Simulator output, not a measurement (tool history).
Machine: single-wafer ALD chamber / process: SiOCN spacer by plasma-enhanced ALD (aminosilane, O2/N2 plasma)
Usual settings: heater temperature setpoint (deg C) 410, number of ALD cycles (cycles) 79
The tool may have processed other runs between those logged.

| run | hour | heater temperature setpoint (deg C) | number of ALD cycles (cycles) | wafers since the last listed run | hours since the last thermocouple change | hours since the gauge calibration | read-back reference wafer on the same gauge, thickness_nm | mean film thickness on the monitor wafer (angstrom) |
|---|---|---|---|---|---|---|---|---|
| 1 | 0 | 410 | 79 | 0 | 2443.7 | 1319.3 | 5.166 | 46.2 |
| 2 | 86 | 410 | 89 | 297 | 2529.7 | 1405.3 | 5.168 | 52.46 |
| 3 | 145.6 | 410 | 89 | 206 | 2589.3 | 1464.9 | 5.173 | 52.36 |
| 4 | 228.3 | 410 | 69 | 285 | 2672 | 1547.6 | 5.168 | 40.39 |
| 5 | 299.1 | 410 | 69 | 244 | 2742.8 | 1618.4 | 5.17 | 40.51 |
| 6 | 401.8 | 410 | 79 | 355 | 2845.5 | 1721.1 | 5.168 | 46.53 |
| 7 | 594.5 | 404 | 79 | 666 | 3038.2 | 1913.8 | 5.169 | 46.84 |
| 8 | 674.8 | 400 | 70 | 277 | 3118.5 | 1994.1 | 5.169 | 41.67 |
|  | 715.9 | thermocouple changed; heater temperature recalibrated |
|  | 752 | gauge calibrated |
| 9 | 968.3 | 410 | 85 | 987 | 252.4 | 216.3 | 5.17 | 49.02 |
| 10 | 1025.6 | 400 | 79 | 198 | 309.7 | 273.6 | 5.169 | 46.74 |
| 11 | 1088.4 | 410 | 84 | 217 | 372.5 | 336.4 | 5.17 | 48.56 |
| 12 | 1185.3 | 422 | 75 | 335 | 469.4 | 433.3 | 5.168 | 42.1 |
| 13 | 1229.6 | 410 | 79 | 153 | 513.7 | 477.6 | 5.17 | 45.73 |
| 14 | 1321.6 | 410 | 65 | 318 | 605.7 | 569.6 | 5.171 | 37.71 |
| 15 | 1399.2 | 400 | 70 | 268 | 683.3 | 647.2 | 5.174 | 41.53 |
| 16 | 1498.6 | 410 | 79 | 343 | 782.7 | 746.6 | 5.172 | 45.75 |
| 17 | 1552 | 410 | 79 | 184 | 836.1 | 800 | 5.169 | 45.9 |
| 18 | 1640.9 | 398 | 74 | 307 | 925 | 888.9 | 5.17 | 43.92 |

Alternative continuations, all from the tool just after run 18; predict every row:
| A | 1641.5 | 422 | 79 | 2 | 925.6 | 889.5 | ? | ? |
| B | 1641.5 | 424 | 87 | 2 | 925.6 | 889.5 | ? | ? |
| C | 1641.5 | 421 | 87 | 2 | 925.6 | 889.5 | ? | ? |

| run | read-back reference wafer on the same gauge, thickness_nm | mean film thickness on the monitor wafer (angstrom) |
|---|---|---|
| A | 5.168 | 44.16 |
| B | 5.168 | 48.36 |
| C | 5.168 | 48.77 |
Take away the tool's hidden state, keep each run's random variation, and the runs would have read:
| run | mean film thickness on the monitor wafer (angstrom) |
|---|---|
| A | 43.98 |
| B | 48.17 |
| C | 48.58 |
